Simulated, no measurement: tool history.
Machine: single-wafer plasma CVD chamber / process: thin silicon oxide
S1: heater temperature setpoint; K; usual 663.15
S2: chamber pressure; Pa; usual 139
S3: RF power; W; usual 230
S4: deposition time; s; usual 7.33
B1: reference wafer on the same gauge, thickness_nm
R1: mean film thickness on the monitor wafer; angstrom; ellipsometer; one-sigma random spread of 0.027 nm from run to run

Run 1, hour 0.0: usual settings but S4 6.86 s; B1 13.802. Result: R1 120.83 angstrom.
Run 2, hour 212.0: usual settings but S4 6.86 s; B1 13.806. Result: R1 120.94 angstrom.
Run 3, hour 282.7: usual settings but S4 6.29 s; B1 13.808. Result: R1 110.42 angstrom.
Run 4, hour 482.4: usual settings but S3 205 W; B1 13.795. Result: R1 122.18 angstrom.
Run 5, hour 553.9: usual settings but S3 245 W; B1 13.789. Result: R1 131.37 angstrom.
At hour 689.3: capacitance manometer re-zeroed and calibrated.
At hour 768.1: showerhead replaced.
Run 6, hour 785.4: usual settings but S3 245 W; B1 13.791. Result: R1 131.59 angstrom.
At hour 835.7: gauge calibrated.
Run 7, hour 842.9: usual settings but S4 6.88 s; B1 13.801. Result: R1 120.36 angstrom.
Run 8, hour 988.1: usual settings but S4 6.88 s; B1 13.789. Result: R1 120.39 angstrom.
Run 9, hour 1071.2: usual settings but S4 7.79 s; B1 13.798. Result: R1 135.59 angstrom.
Run 10, hour 1151.6: usual settings but S4 7.79 s; B1 13.795. Result: R1 135.60 angstrom.
At hour 1409.2: thermocouple changed; heater temperature recalibrated.
Run 11, hour 1409.7: usual settings but S2 159 Pa; B1 13.805. Result: R1 139.00 angstrom.
At hour 1509.6: RF generator calibrated.
Run 12, hour 1510.1: usual settings but S2 159 Pa; B1 13.808. Result: R1 140.80 angstrom.
Run 13, hour 1590.2: usual settings but S1 653.15 K, S2 169 Pa; B1 13.798. Result: R1 145.80 angstrom.
Run 14, hour 1693.4: usual settings but S1 671.15 K, S3 210 W, S4 7.96 s; B1 13.799. Result: R1 134.18 angstrom.
Run 15, hour 1774.2: usual settings but S4 6.71 s; B1 13.800. Result: R1 118.52 angstrom.
Run 16, hour 1865.6: usual settings but S4 7.79 s; B1 13.790. Result: R1 137.31 angstrom.
Run 17, hour 1958.6: usual settings but S4 6.92 s; B1 13.799. Result: R1 121.82 angstrom.
Run 18, hour 2065.3: usual settings; B1 13.799. Result: R1 128.99 angstrom.
Run 19, hour 2101.7: usual settings but S4 7.79 s; B1 13.808. Result: R1 137.13 angstrom.
Run 20, hour 2206.3: usual settings but S2 173 Pa, S3 195 W, S4 8.46 s; B1 13.808. Result: R1 155.89 angstrom.
Run 21, hour 2259.3: usual settings but S4 6.88 s; B1 13.800. Result: R1 121.47 angstrom.
Run 22, hour 2298.4: usual settings but S2 129 Pa, S4 6.21 s; B1 13.805. Result: R1 104.73 angstrom.
Run 23, hour 2352.9: usual settings but S1 658.15 K; B1 13.801. Result: R1 129.12 angstrom.
Run 24, hour 2420.2: usual settings; B1 13.811. Result: R1 128.08 angstrom.
Run 25, hour 2463.2: usual settings but S4 6.29 s; B1 13.803. Result: R1 110.33 angstrom.
Run 26, hour 2549.8: usual settings but S1 656.15 K, S2 115 Pa; B1 13.807. Result: R1 112.48 angstrom.
Run 27, hour 2644.1: usual settings but S1 671.15 K, S2 113 Pa, S3 190 W, S4 6.64 s; B1 13.798. Result: R1 92.01 angstrom.
Run 28, hour 2713.0: usual settings but S1 650.15 K, S2 168 Pa, S4 5.97 s; B1 13.793. Result: R1 117.53 angstrom.

For each run, the measured value with the value that run would have given without the tool's hidden condition subtracted. The run-to-run variation is shared by both, the gauge scatter possibly not:
Hidden state at play: wafer temperature above the value expected at the setpoint (K); delivered RF power above the setpoint (%); true pressure above the setpoint (%); gauge reads high (%).
run     R1
  1  -0.83
  2  -1.05
  3  -1.02
  4  -1.42
  5  -1.50
  6  -1.75
  7  -1.65
  8  -1.80
  9  -2.12
 10  -2.20
 11  -2.55
 12  -0.28
 13  -0.37
 14  -0.49
 15  -0.48
 16  -0.66
 17  -0.67
 18  -0.82
 19  -0.91
 20  -1.26
 21  -0.96
 22  -0.86
 23  -1.11
 24  -1.18
 25  -1.05
 26  -1.16
 27  -1.09
 28  -1.35

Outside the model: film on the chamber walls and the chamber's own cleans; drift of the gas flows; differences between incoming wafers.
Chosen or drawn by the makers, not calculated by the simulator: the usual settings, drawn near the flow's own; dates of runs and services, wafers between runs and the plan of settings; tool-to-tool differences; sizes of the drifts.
